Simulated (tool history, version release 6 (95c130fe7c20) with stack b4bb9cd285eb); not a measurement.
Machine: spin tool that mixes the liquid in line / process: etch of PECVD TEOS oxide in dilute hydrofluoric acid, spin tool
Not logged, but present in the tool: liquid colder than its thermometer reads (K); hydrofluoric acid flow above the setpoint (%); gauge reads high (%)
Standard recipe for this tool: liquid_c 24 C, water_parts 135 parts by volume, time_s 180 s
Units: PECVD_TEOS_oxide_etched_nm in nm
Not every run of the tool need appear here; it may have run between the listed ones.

| run | hour | liquid_c | water_parts | time_s | wafers since the last listed run | hours since the thermometer was replaced | hours since the hydrofluoric acid flow meter was replaced | hours since the gauge calibration | read-back film thickness of the PECVD TEOS oxide reference wafer, read on the same gauge (nm) | PECVD_TEOS_oxide_etched_nm |
|---|---|---|---|---|---|---|---|---|---|---|
| 1 | 0 | 24 | 135 | 180 | 0 | 255.1 | 126 | 1398 | 79.99 | 15.71 |
| 2 | 37.7 | 24 | 135 | 180 | 298 | 292.8 | 163.7 | 1435.7 | 79.98 | 15.75 |
|  | 58.8 | gauge calibrated |
| 3 | 63.2 | 24 | 135 | 180 | 201 | 318.3 | 189.2 | 4.4 | 80.01 | 15.75 |
| 4 | 93.1 | 24 | 135 | 180 | 236 | 348.2 | 219.1 | 34.3 | 80.02 | 15.78 |
| 5 | 138.1 | 24 | 135 | 180 | 355 | 393.2 | 264.1 | 79.3 | 80.01 | 15.72 |
| 6 | 202.6 | 24 | 135 | 180 | 510 | 457.7 | 328.6 | 143.8 | 80.02 | 15.73 |
|  | 240.8 | thermometer replaced |
| 7 | 255 | 24 | 135 | 180 | 406 | 14.2 | 381 | 196.2 | 79.95 | 15.84 |
| 8 | 311.3 | 24 | 135 | 180 | 445 | 70.5 | 437.3 | 252.5 | 79.99 | 15.76 |
| 9 | 343.6 | 22 | 135 | 180 | 255 | 102.8 | 469.6 | 284.8 | 80.02 | 14.53 |
| 10 | 383.3 | 22 | 135 | 180 | 314 | 142.5 | 509.3 | 324.5 | 80 | 14.38 |
| 11 | 440.8 | 22.5 | 135 | 180 | 454 | 200 | 566.8 | 382 | 79.96 | 14.81 |
| 12 | 494.4 | 22.5 | 170 | 215 | 423 | 253.6 | 620.4 | 435.6 | 80.01 | 13.45 |
| 13 | 520.9 | 28 | 135 | 180 | 209 | 280.1 | 646.9 | 462.1 | 79.99 | 18.35 |
| 14 | 584.9 | 24 | 135 | 180 | 506 | 344.1 | 710.9 | 526.1 | 80 | 15.74 |
| 15 | 647.3 | 24 | 185 | 180 | 493 | 406.5 | 773.3 | 588.5 | 79.96 | 10.88 |
| 16 | 688 | 24 | 135 | 180 | 321 | 447.2 | 814 | 629.2 | 79.99 | 15.8 |
|  | 690.6 | hydrofluoric acid flow meter replaced |
| 17 | 712.8 | 24 | 200 | 180 | 188 | 472 | 22.2 | 654 | 80.03 | 9.89 |

What will run 18 give?
| 18 | 778.1 | 24 | 135 | 180 | 516 | 537.3 | 87.5 | 719.3 | ? | ? |

Run 18 yielded read-back film thickness of the PECVD TEOS oxide reference wafer, read on the same gauge (nm) 79.99, PECVD_TEOS_oxide_etched_nm 15.85 nm.
The same run, on a tool lacking any hidden state, would have yielded PECVD_TEOS_oxide_etched_nm 15.85 nm.
